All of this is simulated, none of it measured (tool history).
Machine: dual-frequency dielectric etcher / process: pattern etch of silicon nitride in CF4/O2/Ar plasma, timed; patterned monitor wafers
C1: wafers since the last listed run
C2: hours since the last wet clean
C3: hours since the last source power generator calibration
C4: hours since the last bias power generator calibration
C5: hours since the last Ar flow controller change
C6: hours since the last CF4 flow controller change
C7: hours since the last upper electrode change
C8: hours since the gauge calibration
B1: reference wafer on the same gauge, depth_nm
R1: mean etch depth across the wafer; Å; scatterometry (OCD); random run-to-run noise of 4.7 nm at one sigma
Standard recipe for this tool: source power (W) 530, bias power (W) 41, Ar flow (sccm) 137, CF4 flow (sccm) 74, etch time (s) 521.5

{"run": 1, "hour": 0.0, "source power (W)": 470, "bias power (W)": 41, "Ar flow (sccm)": 137, "CF4 flow (sccm)": 74, "etch time (s)": 521.5, "C1": 0, "C2": 419.1, "C3": 3195.4, "C4": 1309.1, "C5": 5857.7, "C6": 3247.2, "C7": 5670.3, "C8": 8.3, "B1": 853.6, "R1": 7849}
{"hour": 48.1, "done": "wet clean of the chamber"}
{"run": 2, "hour": 94.6, "source power (W)": 470, "bias power (W)": 41, "Ar flow (sccm)": 137, "CF4 flow (sccm)": 74, "etch time (s)": 521.5, "C1": 251, "C2": 46.5, "C3": 3290.0, "C4": 1403.7, "C5": 5952.3, "C6": 3341.8, "C7": 5764.9, "C8": 102.9, "B1": 854.1, "R1": 7932}
{"run": 3, "hour": 151.2, "source power (W)": 470, "bias power (W)": 41, "Ar flow (sccm)": 137, "CF4 flow (sccm)": 74, "etch time (s)": 521.5, "C1": 201, "C2": 103.1, "C3": 3346.6, "C4": 1460.3, "C5": 6008.9, "C6": 3398.4, "C7": 5821.5, "C8": 159.5, "B1": 855.0, "R1": 8064}
{"run": 4, "hour": 223.2, "source power (W)": 530, "bias power (W)": 41, "Ar flow (sccm)": 137, "CF4 flow (sccm)": 66, "etch time (s)": 413.0, "C1": 256, "C2": 175.1, "C3": 3418.6, "C4": 1532.3, "C5": 6080.9, "C6": 3470.4, "C7": 5893.5, "C8": 231.5, "B1": 854.1, "R1": 6654}
{"run": 5, "hour": 266.3, "source power (W)": 530, "bias power (W)": 41, "Ar flow (sccm)": 137, "CF4 flow (sccm)": 66, "etch time (s)": 413.0, "C1": 153, "C2": 218.2, "C3": 3461.7, "C4": 1575.4, "C5": 6124.0, "C6": 3513.5, "C7": 5936.6, "C8": 274.6, "B1": 857.9, "R1": 6706}
{"run": 6, "hour": 366.9, "source power (W)": 530, "bias power (W)": 41, "Ar flow (sccm)": 137, "CF4 flow (sccm)": 74, "etch time (s)": 521.5, "C1": 358, "C2": 318.8, "C3": 3562.3, "C4": 1676.0, "C5": 6224.6, "C6": 3614.1, "C7": 6037.2, "C8": 375.2, "B1": 857.6, "R1": 8620}
{"hour": 410.4, "done": "CF4 flow controller replaced"}
{"run": 7, "hour": 469.6, "source power (W)": 530, "bias power (W)": 41, "Ar flow (sccm)": 137, "CF4 flow (sccm)": 74, "etch time (s)": 521.5, "C1": 344, "C2": 421.5, "C3": 3665.0, "C4": 1778.7, "C5": 6327.3, "C6": 59.2, "C7": 6139.9, "C8": 477.9, "B1": 855.4, "R1": 8525}
{"hour": 495.3, "done": "source power generator calibrated"}
{"hour": 550.0, "done": "upper electrode replaced"}
{"hour": 578.5, "done": "wet clean of the chamber"}
{"run": 8, "hour": 579.0, "source power (W)": 530, "bias power (W)": 41, "Ar flow (sccm)": 137, "CF4 flow (sccm)": 74, "etch time (s)": 521.5, "C1": 204, "C2": 0.5, "C3": 83.7, "C4": 1888.1, "C5": 6436.7, "C6": 168.6, "C7": 29.0, "C8": 587.3, "B1": 856.6, "R1": 8880}
{"hour": 624.3, "done": "bias power generator calibrated"}
{"run": 9, "hour": 636.0, "source power (W)": 530, "bias power (W)": 36, "Ar flow (sccm)": 137, "CF4 flow (sccm)": 74, "etch time (s)": 521.5, "C1": 189, "C2": 57.5, "C3": 140.7, "C4": 11.7, "C5": 6493.7, "C6": 225.6, "C7": 86.0, "C8": 644.3, "B1": 856.1, "R1": 8354}
{"hour": 658.7, "done": "Ar flow controller replaced"}
{"run": 10, "hour": 699.3, "source power (W)": 440, "bias power (W)": 51, "Ar flow (sccm)": 137, "CF4 flow (sccm)": 74, "etch time (s)": 521.5, "C1": 204, "C2": 120.8, "C3": 204.0, "C4": 75.0, "C5": 40.6, "C6": 288.9, "C7": 149.3, "C8": 707.6, "B1": 855.7, "R1": 8465}
{"run": 11, "hour": 736.1, "source power (W)": 530, "bias power (W)": 38, "Ar flow (sccm)": 109, "CF4 flow (sccm)": 82, "etch time (s)": 521.5, "C1": 131, "C2": 157.6, "C3": 240.8, "C4": 111.8, "C5": 77.4, "C6": 325.7, "C7": 186.1, "C8": 744.4, "B1": 855.8, "R1": 8948}
{"hour": 773.9, "done": "gauge calibrated"}
{"run": 12, "hour": 794.1, "source power (W)": 530, "bias power (W)": 31, "Ar flow (sccm)": 137, "CF4 flow (sccm)": 90, "etch time (s)": 521.5, "C1": 206, "C2": 215.6, "C3": 298.8, "C4": 169.8, "C5": 135.4, "C6": 383.7, "C7": 244.1, "C8": 20.2, "B1": 856.2, "R1": 8027}
{"run": 13, "hour": 878.6, "source power (W)": 530, "bias power (W)": 41, "Ar flow (sccm)": 137, "CF4 flow (sccm)": 74, "etch time (s)": 521.5, "C1": 301, "C2": 300.1, "C3": 383.3, "C4": 254.3, "C5": 219.9, "C6": 468.2, "C7": 328.6, "C8": 104.7, "B1": 854.6, "R1": 8730}
{"run": 14, "hour": 918.7, "source power (W)": 530, "bias power (W)": 41, "Ar flow (sccm)": 137, "CF4 flow (sccm)": 74, "etch time (s)": 617.5, "C1": 143, "C2": 340.2, "C3": 423.4, "C4": 294.4, "C5": 260.0, "C6": 508.3, "C7": 368.7, "C8": 144.8, "B1": 854.9, "R1": 10272}
{"run": 15, "hour": 1017.9, "source power (W)": 530, "bias power (W)": 41, "Ar flow (sccm)": 137, "CF4 flow (sccm)": 74, "etch time (s)": 521.5, "C1": 353, "C2": 439.4, "C3": 522.6, "C4": 393.6, "C5": 359.2, "C6": 607.5, "C7": 467.9, "C8": 244.0, "B1": 857.4, "R1": 8534}
{"hour": 1046.8, "done": "wet clean of the chamber"}
{"run": 16, "hour": 1113.3, "source power (W)": 490, "bias power (W)": 41, "Ar flow (sccm)": 166, "CF4 flow (sccm)": 83, "etch time (s)": 458.0, "C1": 254, "C2": 66.5, "C3": 618.0, "C4": 489.0, "C5": 454.6, "C6": 702.9, "C7": 563.3, "C8": 339.4, "B1": 857.3, "R1": 7271}
{"run": 17, "hour": 1173.7, "source power (W)": 530, "bias power (W)": 41, "Ar flow (sccm)": 137, "CF4 flow (sccm)": 69, "etch time (s)": 521.5, "C1": 215, "C2": 126.9, "C3": 678.4, "C4": 549.4, "C5": 515.0, "C6": 763.3, "C7": 623.7, "C8": 399.8, "B1": 857.1, "R1": 8507}

Predict the results of run 18:
{"run": 18, "hour": 1248.9, "source power (W)": 530, "bias power (W)": 41, "Ar flow (sccm)": 146, "CF4 flow (sccm)": 85, "etch time (s)": 521.5, "C1": 268, "C2": 202.1, "C3": 753.6, "C4": 624.6, "C5": 590.2, "C6": 838.5, "C7": 698.9, "C8": 475.0, "B1": "?", "R1": "?"}

{"run 18": {"B1": 855.4, "R1": 8867}}
On a tool with no hidden condition, and with the same random variation, this run would have come out at R1 8945 Å.

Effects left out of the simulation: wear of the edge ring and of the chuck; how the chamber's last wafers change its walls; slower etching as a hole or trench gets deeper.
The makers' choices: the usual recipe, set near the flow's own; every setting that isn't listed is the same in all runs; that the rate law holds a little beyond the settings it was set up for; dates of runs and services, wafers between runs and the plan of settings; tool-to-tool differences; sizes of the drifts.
